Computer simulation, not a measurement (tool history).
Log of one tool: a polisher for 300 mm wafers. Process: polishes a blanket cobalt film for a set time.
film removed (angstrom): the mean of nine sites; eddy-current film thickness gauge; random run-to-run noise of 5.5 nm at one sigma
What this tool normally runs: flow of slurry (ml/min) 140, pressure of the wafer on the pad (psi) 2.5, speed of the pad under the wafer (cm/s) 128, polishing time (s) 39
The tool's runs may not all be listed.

| run | hour | flow of slurry (ml/min) | pressure of the wafer on the pad (psi) | speed of the pad under the wafer (cm/s) | polishing time (s) | incoming thickness of the incoming film, nm | film removed (angstrom) |
|---|---|---|---|---|---|---|---|
| 1 | 0 | 140 | 2.5 | 128 | 39 | 901.7 | 3312 |
|  | 21.6 | worn pad replaced by a new one |
| 2 | 79.7 | 140 | 2.5 | 128 | 39 | 896 | 3743 |
| 3 | 138.9 | 140 | 2.5 | 128 | 39 | 891 | 3707 |
|  | 197.4 | slurry nozzle cleaned |
| 4 | 211.1 | 140 | 2.8 | 128 | 39 | 894.1 | 4192 |
| 5 | 263.7 | 140 | 2.8 | 128 | 39 | 902 | 3987 |
| 6 | 321.5 | 140 | 2.5 | 128 | 39 | 917.8 | 3737 |
| 7 | 377.6 | 140 | 2.5 | 128 | 39 | 901 | 3682 |
| 8 | 433.2 | 140 | 2.5 | 128 | 39 | 903.1 | 3651 |
| 9 | 540.4 | 140 | 2.5 | 128 | 39 | 903.3 | 3608 |
| 10 | 617.2 | 170 | 2.5 | 128 | 39 | 914.3 | 3538 |
| 11 | 796.8 | 170 | 2.5 | 128 | 39 | 908.7 | 3443 |
| 12 | 844.6 | 140 | 1.9 | 128 | 39 | 905.8 | 2662 |
|  | 854.4 | worn pad replaced by a new one |
|  | 854.8 | head pressure recalibrated |
| 13 | 914.5 | 110 | 2.5 | 102 | 39 | 891.2 | 3028 |
|  | 929.1 | slurry nozzle cleaned |
| 14 | 1009.1 | 140 | 1.8 | 100 | 39 | 901.3 | 2474 |
| 15 | 1082.9 | 140 | 2.5 | 128 | 39 | 895.3 | 3704 |
| 16 | 1170.1 | 140 | 2.5 | 128 | 39 | 889.5 | 3631 |
| 17 | 1250.3 | 175 | 2.5 | 128 | 27 | 907.6 | 2567 |
| 18 | 1358.2 | 120 | 1.9 | 144 | 39 | 909.2 | 3171 |
| 19 | 1454 | 140 | 2.5 | 128 | 39 | 910.6 | 3424 |
| 20 | 1540.1 | 125 | 3.3 | 96 | 43 | 893.2 | 3665 |
|  | 1608.7 | worn pad replaced by a new one |
| 21 | 1621.6 | 140 | 2.5 | 128 | 39 | 902.8 | 3750 |
|  | 1652.3 | slurry nozzle cleaned |
| 22 | 1941.4 | 140 | 2.5 | 128 | 46 | 898.3 | 4310 |
| 23 | 1994.5 | 155 | 1.7 | 128 | 39 | 888.2 | 2795 |
|  | 2025.3 | head pressure recalibrated |
| 24 | 2069.4 | 140 | 2.5 | 128 | 39 | 901 | 3506 |
| 25 | 2115.4 | 125 | 1.9 | 128 | 39 | 888.8 | 2870 |
| 26 | 2157.9 | 100 | 3.4 | 102 | 27 | 907.9 | 2381 |
| 27 | 2206.8 | 110 | 3.3 | 128 | 39 | 897.7 | 4108 |
| 28 | 2263.2 | 140 | 2.8 | 94 | 39 | 899.2 | 2872 |
| 29 | 2345.9 | 110 | 2.5 | 128 | 39 | 913.3 | 3230 |
| 30 | 2435 | 140 | 1.9 | 128 | 39 | 897.6 | 2714 |
|  | 2463.5 | slurry nozzle cleaned |
|  | 2490.3 | worn pad replaced by a new one |
| 31 | 2528.6 | 160 | 2.5 | 128 | 27 | 896.4 | 2667 |
| 32 | 2614.4 | 110 | 2.5 | 128 | 43 | 901.9 | 3992 |
| 33 | 2684.1 | 190 | 2.5 | 84 | 33 | 911.2 | 2364 |
| 34 | 2756.1 | 140 | 2.5 | 158 | 51 | 890.4 | 5707 |
| 35 | 2826.7 | 140 | 2.5 | 128 | 39 | 912.4 | 3594 |
| 36 | 2914.2 | 140 | 2.5 | 162 | 39 | 894.8 | 4335 |

Below, some changes in film removed (angstrom) between adjacent runs. For each, the amount present without the hidden state too (settings, incoming material, random variation) and the amount remaining for the hidden state with gauge scatter not shared by both compared results:
What the log doesn't record here: removal rate lost through wear of the pad, %; slurry flow missing at the pad, %; deviation of the head's pressure from its setpoint, %.
Run 1 -> 2: worn pad replaced by a new one. film removed (angstrom) +431: hidden state +466, all else -35.
Run 12 -> 13: flow of slurry (ml/min) 140 -> 110, pressure of the wafer on the pad (psi) 1.9 -> 2.5, speed of the pad under the wafer (cm/s) 128 -> 102, worn pad replaced by a new one, head pressure recalibrated. film removed (angstrom) +366: hidden state +416, all else -50.
Run 26 -> 27: flow of slurry (ml/min) 100 -> 110, pressure of the wafer on the pad (psi) 3.4 -> 3.3, speed of the pad under the wafer (cm/s) 102 -> 128, polishing time (s) 27 -> 39. film removed (angstrom) +1727: hidden state -188, all else +1915.
Run 30 -> 31: flow of slurry (ml/min) 140 -> 160, pressure of the wafer on the pad (psi) 1.9 -> 2.5, polishing time (s) 39 -> 27, slurry nozzle cleaned, worn pad replaced by a new one. film removed (angstrom) -47: hidden state +464, all else -511.
Run 33 -> 34: flow of slurry (ml/min) 190 -> 140, speed of the pad under the wafer (cm/s) 84 -> 158, polishing time (s) 33 -> 51. film removed (angstrom) +3343: hidden state -77, all else +3420.
Run 34 -> 35: speed of the pad under the wafer (cm/s) 158 -> 128, polishing time (s) 51 -> 39. film removed (angstrom) -2113: hidden state +6, all else -2119.

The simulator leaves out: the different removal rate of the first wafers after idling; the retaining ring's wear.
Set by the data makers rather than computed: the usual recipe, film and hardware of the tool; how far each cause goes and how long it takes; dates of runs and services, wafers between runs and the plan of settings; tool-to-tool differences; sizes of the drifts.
